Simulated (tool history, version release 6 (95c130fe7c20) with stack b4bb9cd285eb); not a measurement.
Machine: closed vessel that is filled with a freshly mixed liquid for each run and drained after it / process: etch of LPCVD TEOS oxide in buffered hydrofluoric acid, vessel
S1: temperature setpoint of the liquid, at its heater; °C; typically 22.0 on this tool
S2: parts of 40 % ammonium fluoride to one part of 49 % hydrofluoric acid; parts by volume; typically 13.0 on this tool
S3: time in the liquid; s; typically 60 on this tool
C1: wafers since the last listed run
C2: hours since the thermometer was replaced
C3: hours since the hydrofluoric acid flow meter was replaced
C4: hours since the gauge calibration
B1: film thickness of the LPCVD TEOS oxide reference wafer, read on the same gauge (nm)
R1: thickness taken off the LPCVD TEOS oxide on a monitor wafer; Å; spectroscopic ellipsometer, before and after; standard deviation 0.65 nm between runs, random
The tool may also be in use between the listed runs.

run 1 hour=0.0 | S1=22.0 S2=13.0 S3=60 | C1=0 C2=2767.8 C3=421.9 C4=253.0 | B1=110.01 | R1=1302.1
run 2 hour=13.9 | S1=22.0 S2=13.0 S3=60 | C1=1937 C2=2781.7 C3=435.8 C4=266.9 | B1=109.99 | R1=1296.7
run 3 hour=39.3 | S1=22.0 S2=13.0 S3=60 | C1=3539 C2=2807.1 C3=461.2 C4=292.3 | B1=110.00 | R1=1299.1
run 4 hour=53.3 | S1=22.0 S2=13.0 S3=90 | C1=1951 C2=2821.1 C3=475.2 C4=306.3 | B1=110.01 | R1=1937.3
run 5 hour=82.5 | S1=22.0 S2=11.0 S3=60 | C1=4069 C2=2850.3 C3=504.4 C4=335.5 | B1=109.98 | R1=1523.0
run 6 hour=105.9 | S1=22.0 S2=11.0 S3=60 | C1=3261 C2=2873.7 C3=527.8 C4=358.9 | B1=109.98 | R1=1516.8
run 7 hour=124.6 | S1=22.0 S2=11.0 S3=60 | C1=2606 C2=2892.4 C3=546.5 C4=377.6 | B1=109.99 | R1=1505.1
run 8 hour=146.1 | S1=22.0 S2=13.0 S3=60 | C1=2996 C2=2913.9 C3=568.0 C4=399.1 | B1=110.02 | R1=1302.2
-- hour=159.3 thermometer replaced
run 9 hour=165.6 | S1=22.0 S2=13.0 S3=60 | C1=2578 C2=6.3 C3=587.5 C4=418.6 | B1=110.01 | R1=1505.1
run 10 hour=195.0 | S1=22.0 S2=13.0 S3=60 | C1=4097 C2=35.7 C3=616.9 C4=448.0 | B1=109.99 | R1=1502.1
run 11 hour=227.3 | S1=22.0 S2=13.0 S3=90 | C1=4501 C2=68.0 C3=649.2 C4=480.3 | B1=109.99 | R1=2234.5
-- hour=231.9 gauge calibrated
run 12 hour=258.1 | S1=25.0 S2=17.0 S3=60 | C1=4292 C2=98.8 C3=680.0 C4=26.2 | B1=110.01 | R1=1359.0
run 13 hour=280.9 | S1=26.5 S2=16.5 S3=60 | C1=3177 C2=121.6 C3=702.8 C4=49.0 | B1=110.00 | R1=1515.4
run 14 hour=308.1 | S1=24.0 S2=10.0 S3=60 | C1=3790 C2=148.8 C3=730.0 C4=76.2 | B1=110.01 | R1=2169.4
run 15 hour=329.4 | S1=22.0 S2=13.0 S3=60 | C1=2968 C2=170.1 C3=751.3 C4=97.5 | B1=110.00 | R1=1489.1
run 16 hour=357.1 | S1=20.0 S2=8.5 S3=70 | C1=3860 C2=197.8 C3=779.0 C4=125.2 | B1=110.00 | R1=2281.7
-- hour=374.5 hydrofluoric acid flow meter replaced
run 17 hour=384.5 | S1=22.0 S2=13.0 S3=60 | C1=3679 C2=225.2 C3=10.0 C4=152.6 | B1=110.00 | R1=1484.0
run 18 hour=417.5 | S1=22.0 S2=13.0 S3=60 | C1=4598 C2=258.2 C3=43.0 C4=185.6 | B1=110.01 | R1=1485.4
run 19 hour=431.4 | S1=18.5 S2=13.0 S3=85 | C1=1937 C2=272.1 C3=56.9 C4=199.5 | B1=110.00 | R1=1717.9
run 20 hour=452.3 | S1=24.5 S2=15.0 S3=75 | C1=2912 C2=293.0 C3=77.8 C4=220.4 | B1=109.99 | R1=1851.6
run 21 hour=483.4 | S1=22.0 S2=17.5 S3=35 | C1=4334 C2=324.1 C3=108.9 C4=251.5 | B1=110.01 | R1=643.8

Some steps in R1, run to run, broken into two amounts with sign: the step expected even without the hidden condition (settings, incoming material, random variation), and the rest, left for the hidden condition together with whatever gauge scatter is not in both the measured and the hidden-condition-free result:
Hidden state present: liquid colder than its thermometer reads (K); hydrofluoric acid flow below the setpoint (%); gauge reads high (%).
Run 3 -> 4: S3 60 -> 90. R1 +638.2 Å: hidden state -108.0, all else +746.2.
Run 8 -> 9: thermometer replaced. R1 +202.9 Å: hidden state +215.3, all else -12.4.
Run 11 -> 12: S1 22.0 -> 25.0, S2 13.0 -> 17.0, S3 90 -> 60, gauge calibrated. R1 -875.5 Å: hidden state +4.6, all else -880.1.
Run 20 -> 21: S1 24.5 -> 22.0, S2 15.0 -> 17.5, S3 75 -> 35. R1 -1207.8 Å: hidden state +20.6, all else -1228.4.

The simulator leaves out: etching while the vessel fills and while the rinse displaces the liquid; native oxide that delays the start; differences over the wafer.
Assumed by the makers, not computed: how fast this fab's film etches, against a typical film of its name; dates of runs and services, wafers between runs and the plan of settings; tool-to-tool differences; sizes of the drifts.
